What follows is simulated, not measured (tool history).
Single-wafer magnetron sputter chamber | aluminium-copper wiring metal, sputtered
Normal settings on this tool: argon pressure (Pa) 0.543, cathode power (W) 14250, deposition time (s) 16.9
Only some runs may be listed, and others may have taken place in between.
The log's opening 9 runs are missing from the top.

run,hour,argon pressure (Pa),cathode power (W),deposition time (s),"read-back reference wafer on the same gauge, thickness_nm",mean film thickness on the monitor wafer (nm)
10,775.8,0.543,14250,15.8,530.581,410.742
11,813.7,0.497,14250,16.9,530.657,440.612
# hour 886.6: sputter target and shields replaced
12,887.1,0.543,14250,16.9,530.717,453.145
13,925.2,0.543,14250,16.9,530.55,452.817
14,1006.7,0.543,14250,16.9,531.178,446.595
15,1084.2,0.543,14250,16.9,531.137,443.582
16,1189.2,0.612,14250,16.9,530.886,435.82
17,1273.8,0.612,14250,16.9,530.383,429.899
18,1339.1,0.361,16400,18.7,531.196,580.94
19,1390.5,0.543,14250,16.9,530.946,433.851
# hour 1447.3: sputter target and shields replaced
20,1458.2,0.543,14250,16.9,531.252,447.088
21,1548.8,0.482,13250,16.9,530.956,418.023

Run 22 comes next. What will it give?
22,1597.7,0.334,14250,13.9,?,?

Run 22 yielded read-back reference wafer on the same gauge, thickness_nm 530.959, mean film thickness on the monitor wafer (nm) 386.56.
Without the tool's hidden state the same run would have given mean film thickness on the monitor wafer (nm) 396.626.
